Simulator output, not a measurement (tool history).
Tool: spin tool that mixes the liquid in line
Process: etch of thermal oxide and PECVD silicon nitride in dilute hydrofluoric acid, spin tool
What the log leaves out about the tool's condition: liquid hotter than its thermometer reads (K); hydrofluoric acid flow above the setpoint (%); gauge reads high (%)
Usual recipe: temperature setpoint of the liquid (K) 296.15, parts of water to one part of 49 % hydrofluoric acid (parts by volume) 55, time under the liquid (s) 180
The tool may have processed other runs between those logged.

run	hour	temperature setpoint of the liquid (K)	parts of water to one part of 49 % hydrofluoric acid (parts by volume)	time under the liquid (s)	wafers since the last listed run	hours since the thermometer was replaced	hours since the hydrofluoric acid flow meter was replaced	hours since the gauge calibration	read-back film thickness of the thermal oxide reference wafer, read on the same gauge (nm)	read-back film thickness of the PECVD silicon nitride reference wafer, read on the same gauge (nm)	thickness taken off the thermal oxide on a monitor wafer (nm)	thickness taken off the PECVD silicon nitride on a monitor wafer (nm)
1	0	296.15	55	225	0	601.9	1257.3	294.5	50.02	60.04	23.2	12.07
2	16.4	296.15	55	180	170	618.3	1273.7	310.9	50	60.05	18.68	9.54
3	33.5	296.15	55	180	177	635.4	1290.8	328	50.01	60.01	18.62	9.64
4	43.9	296.15	55	180	108	645.8	1301.2	338.4	50.02	60.04	18.53	9.69
5	59.6	296.15	55	180	163	661.5	1316.9	354.1	49.99	60.01	18.64	9.67
6	88	296.15	55	180	295	689.9	1345.3	382.5	50	60	18.94	9.83
# hour 116.5: gauge calibrated
7	141.1	296.15	55	180	551	743	1398.4	24.6	49.99	60	18.74	9.97
8	154.9	296.15	55	180	143	756.8	1412.2	38.4	50.02	59.99	19.2	9.93
9	165.9	296.15	55	180	114	767.8	1423.2	49.4	50	59.96	18.94	9.94
10	175.2	296.15	55	180	96	777.1	1432.5	58.7	50	60.04	19.1	9.94
11	189.6	296.15	55	180	149	791.5	1446.9	73.1	50	59.95	18.98	10.04
12	197.2	296.15	55	130	78	799.1	1454.5	80.7	49.99	59.98	13.9	7.3
13	212.7	296.15	55	180	161	814.6	1470	96.2	50.02	60.07	19.23	10.18
14	219.6	296.15	55	115	71	821.5	1476.9	103.1	50	60.04	12.39	6.41
15	226.6	299.15	45	180	72	828.5	1483.9	110.1	49.99	59.95	26.8	15.12
# hour 238.6: thermometer replaced
# hour 253.6: hydrofluoric acid flow meter replaced
16	264	296.15	75	145	367	25.4	10.4	147.5	49.99	59.99	9.19	4.67
17	279.6	296.15	40	140	162	41	26	163.1	50.01	59.96	17.44	8.51
18	291.2	291.65	85	120	120	52.6	37.6	174.7	50.02	60.03	5.48	2.55
19	308.3	300.65	55	75	177	69.7	54.7	191.8	50	59.97	7.94	4.53
20	319.9	296.15	55	180	120	81.3	66.3	203.4	50	59.98	15.9	8.17
21	333	298.65	65	180	136	94.4	79.4	216.5	49.99	60.03	15.01	8.07
22	342.3	291.65	35	180	96	103.7	88.7	225.8	50.02	60.04	21.39	9.21

Run 23 has not been measured yet. What should we expect?
23	354	296.15	55	180	121	115.4	100.4	237.5	?	?	?	?

{"run 23": {"read-back film thickness of the thermal oxide reference wafer, read on the same gauge (nm)": 50.01, "read-back film thickness of the PECVD silicon nitride reference wafer, read on the same gauge (nm)": 59.99, "thickness taken off the thermal oxide on a monitor wafer (nm)": 16.18, "thickness taken off the PECVD silicon nitride on a monitor wafer (nm)": 8.12}}
On a tool with no hidden condition, and with the same random variation, this run would have come out at thickness taken off the thermal oxide on a monitor wafer (nm) 15.55, thickness taken off the PECVD silicon nitride on a monitor wafer (nm) 7.75.
